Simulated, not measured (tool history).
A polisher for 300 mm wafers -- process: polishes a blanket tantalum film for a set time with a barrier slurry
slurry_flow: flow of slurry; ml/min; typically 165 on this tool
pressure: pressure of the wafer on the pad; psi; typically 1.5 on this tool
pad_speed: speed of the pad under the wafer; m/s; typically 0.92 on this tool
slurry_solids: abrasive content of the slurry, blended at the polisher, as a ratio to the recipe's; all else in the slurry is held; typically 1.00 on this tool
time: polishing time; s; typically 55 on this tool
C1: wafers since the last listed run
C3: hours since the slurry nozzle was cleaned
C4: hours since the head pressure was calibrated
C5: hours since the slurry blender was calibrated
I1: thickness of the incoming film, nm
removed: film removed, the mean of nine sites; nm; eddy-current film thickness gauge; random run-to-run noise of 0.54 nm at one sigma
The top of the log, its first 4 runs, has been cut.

{"run": 5, "hour": 341.7, "slurry_flow": 165, "pressure": 1.3, "pad_speed": 0.92, "slurry_solids": 0.85, "time": 55, "C1": 951, "wafers polished on this pad": 6385, "C3": 231.5, "C4": 779.8, "C5": 492.0, "I1": 342.3, "removed": 53.1}
{"run": 6, "hour": 424.4, "slurry_flow": 165, "pressure": 1.5, "pad_speed": 0.92, "slurry_solids": 1.0, "time": 55, "C1": 1112, "wafers polished on this pad": 7497, "C3": 314.2, "C4": 862.5, "C5": 574.7, "I1": 334.8, "removed": 64.9}
{"hour": 478.7, "done": "worn pad replaced by a new one"}
{"hour": 483.5, "done": "slurry blender recalibrated"}
{"run": 7, "hour": 518.1, "slurry_flow": 165, "pressure": 1.5, "pad_speed": 0.92, "slurry_solids": 1.0, "time": 55, "C1": 1179, "wafers polished on this pad": 503, "C3": 407.9, "C4": 956.2, "C5": 34.6, "I1": 342.3, "removed": 65.8}
{"run": 8, "hour": 612.3, "slurry_flow": 165, "pressure": 1.5, "pad_speed": 0.92, "slurry_solids": 1.0, "time": 55, "C1": 1267, "wafers polished on this pad": 1770, "C3": 502.1, "C4": 1050.4, "C5": 128.8, "I1": 339.4, "removed": 64.8}
{"run": 9, "hour": 700.0, "slurry_flow": 165, "pressure": 1.5, "pad_speed": 0.92, "slurry_solids": 1.0, "time": 55, "C1": 1179, "wafers polished on this pad": 2950, "C3": 589.8, "C4": 1138.1, "C5": 216.5, "I1": 342.5, "removed": 64.7}
{"hour": 749.5, "done": "slurry nozzle cleaned"}
{"run": 10, "hour": 793.1, "slurry_flow": 165, "pressure": 1.5, "pad_speed": 0.92, "slurry_solids": 1.0, "time": 55, "C1": 1239, "wafers polished on this pad": 4189, "C3": 43.6, "C4": 1231.2, "C5": 309.6, "I1": 347.0, "removed": 65.8}
{"run": 11, "hour": 892.0, "slurry_flow": 165, "pressure": 1.5, "pad_speed": 1.02, "slurry_solids": 1.0, "time": 55, "C1": 1330, "wafers polished on this pad": 5520, "C3": 142.5, "C4": 1330.1, "C5": 408.5, "I1": 338.2, "removed": 71.8}
{"run": 12, "hour": 946.0, "slurry_flow": 165, "pressure": 1.5, "pad_speed": 0.92, "slurry_solids": 1.0, "time": 55, "C1": 726, "wafers polished on this pad": 6246, "C3": 196.5, "C4": 1384.1, "C5": 462.5, "I1": 335.5, "removed": 65.8}
{"hour": 983.3, "done": "head pressure recalibrated"}
{"hour": 1011.8, "done": "worn pad replaced by a new one"}
{"hour": 1020.7, "done": "slurry blender recalibrated"}
{"run": 13, "hour": 1031.8, "slurry_flow": 165, "pressure": 1.5, "pad_speed": 0.92, "slurry_solids": 1.0, "time": 55, "C1": 1046, "wafers polished on this pad": 241, "C3": 282.3, "C4": 48.5, "C5": 11.1, "I1": 340.3, "removed": 64.9}
{"run": 14, "hour": 1095.0, "slurry_flow": 165, "pressure": 1.5, "pad_speed": 0.92, "slurry_solids": 1.0, "time": 55, "C1": 850, "wafers polished on this pad": 1091, "C3": 345.5, "C4": 111.7, "C5": 74.3, "I1": 341.6, "removed": 65.4}
{"run": 15, "hour": 1149.0, "slurry_flow": 180, "pressure": 1.8, "pad_speed": 0.92, "slurry_solids": 1.3, "time": 55, "C1": 726, "wafers polished on this pad": 1818, "C3": 399.5, "C4": 165.7, "C5": 128.3, "I1": 346.3, "removed": 85.1}
{"run": 16, "hour": 1235.0, "slurry_flow": 195, "pressure": 1.5, "pad_speed": 0.92, "slurry_solids": 1.0, "time": 55, "C1": 1156, "wafers polished on this pad": 2975, "C3": 485.5, "C4": 251.7, "C5": 214.3, "I1": 336.9, "removed": 66.4}
{"run": 17, "hour": 1315.4, "slurry_flow": 165, "pressure": 1.5, "pad_speed": 0.92, "slurry_solids": 1.0, "time": 55, "C1": 1081, "wafers polished on this pad": 4056, "C3": 565.9, "C4": 332.1, "C5": 294.7, "I1": 337.2, "removed": 65.3}
{"run": 18, "hour": 1387.3, "slurry_flow": 165, "pressure": 1.2, "pad_speed": 1.08, "slurry_solids": 1.2, "time": 67, "C1": 967, "wafers polished on this pad": 5024, "C3": 637.8, "C4": 404.0, "C5": 366.6, "I1": 338.9, "removed": 77.9}
{"hour": 1394.9, "done": "slurry nozzle cleaned"}
{"run": 19, "hour": 1449.2, "slurry_flow": 165, "pressure": 1.5, "pad_speed": 0.92, "slurry_solids": 1.0, "time": 36, "C1": 819, "wafers polished on this pad": 5843, "C3": 54.3, "C4": 465.9, "C5": 428.5, "I1": 337.3, "removed": 43.2}
{"hour": 1494.9, "done": "worn pad replaced by a new one"}
{"run": 20, "hour": 1515.4, "slurry_flow": 215, "pressure": 1.5, "pad_speed": 0.76, "slurry_solids": 1.0, "time": 68, "C1": 836, "wafers polished on this pad": 275, "C3": 120.5, "C4": 532.1, "C5": 494.7, "I1": 345.1, "removed": 67.8}
{"run": 21, "hour": 1615.6, "slurry_flow": 165, "pressure": 1.5, "pad_speed": 0.92, "slurry_solids": 0.75, "time": 67, "C1": 1347, "wafers polished on this pad": 1623, "C3": 220.7, "C4": 632.3, "C5": 594.9, "I1": 339.0, "removed": 72.4}
{"hour": 1633.4, "done": "slurry blender recalibrated"}
{"run": 22, "hour": 1706.0, "slurry_flow": 165, "pressure": 1.5, "pad_speed": 0.92, "slurry_solids": 1.0, "time": 55, "C1": 1189, "wafers polished on this pad": 2812, "C3": 311.1, "C4": 722.7, "C5": 72.6, "I1": 334.0, "removed": 64.1}
{"run": 23, "hour": 1834.9, "slurry_flow": 165, "pressure": 1.5, "pad_speed": 0.92, "slurry_solids": 0.75, "time": 55, "C1": 1734, "wafers polished on this pad": 4546, "C3": 440.0, "C4": 851.6, "C5": 201.5, "I1": 341.9, "removed": 58.9}
{"run": 24, "hour": 1914.0, "slurry_flow": 165, "pressure": 1.5, "pad_speed": 0.66, "slurry_solids": 1.0, "time": 41, "C1": 1064, "wafers polished on this pad": 5610, "C3": 519.1, "C4": 930.7, "C5": 280.6, "I1": 338.9, "removed": 35.4}
{"run": 25, "hour": 1996.3, "slurry_flow": 165, "pressure": 1.1, "pad_speed": 0.74, "slurry_solids": 0.9, "time": 38, "C1": 1107, "wafers polished on this pad": 6717, "C3": 601.4, "C4": 1013.0, "C5": 362.9, "I1": 336.9, "removed": 25.4}
{"hour": 2007.8, "done": "worn pad replaced by a new one"}
{"hour": 2038.3, "done": "slurry nozzle cleaned"}
{"run": 26, "hour": 2091.3, "slurry_flow": 205, "pressure": 1.5, "pad_speed": 0.92, "slurry_solids": 1.0, "time": 55, "C1": 1210, "wafers polished on this pad": 1110, "C3": 53.0, "C4": 1108.0, "C5": 457.9, "I1": 339.8, "removed": 67.1}
{"run": 27, "hour": 2139.2, "slurry_flow": 165, "pressure": 1.2, "pad_speed": 1.02, "slurry_solids": 0.7, "time": 55, "C1": 644, "wafers polished on this pad": 1754, "C3": 100.9, "C4": 1155.9, "C5": 505.8, "I1": 337.0, "removed": 50.7}
{"run": 28, "hour": 2216.8, "slurry_flow": 165, "pressure": 1.5, "pad_speed": 0.92, "slurry_solids": 1.0, "time": 70, "C1": 1043, "wafers polished on this pad": 2798, "C3": 178.5, "C4": 1233.5, "C5": 583.4, "I1": 337.7, "removed": 82.9}
{"hour": 2282.0, "done": "slurry blender recalibrated"}
{"run": 29, "hour": 2282.5, "slurry_flow": 165, "pressure": 1.5, "pad_speed": 0.92, "slurry_solids": 1.0, "time": 55, "C1": 856, "wafers polished on this pad": 3655, "C3": 244.2, "C4": 1299.2, "C5": 0.5, "I1": 344.5, "removed": 65.9}

Run 30 comes next. What will it give?
{"run": 30, "hour": 2331.0, "slurry_flow": 190, "pressure": 1.3, "pad_speed": 0.92, "slurry_solids": 0.8, "time": 65, "C1": 652, "wafers polished on this pad": 4308, "C3": 292.7, "C4": 1347.7, "C5": 49.0, "I1": 343.3, "removed": "?"}

Logged for run 30: removed 63.0 nm.
With no hidden state in the tool, this same run would have given removed 63.0 nm.
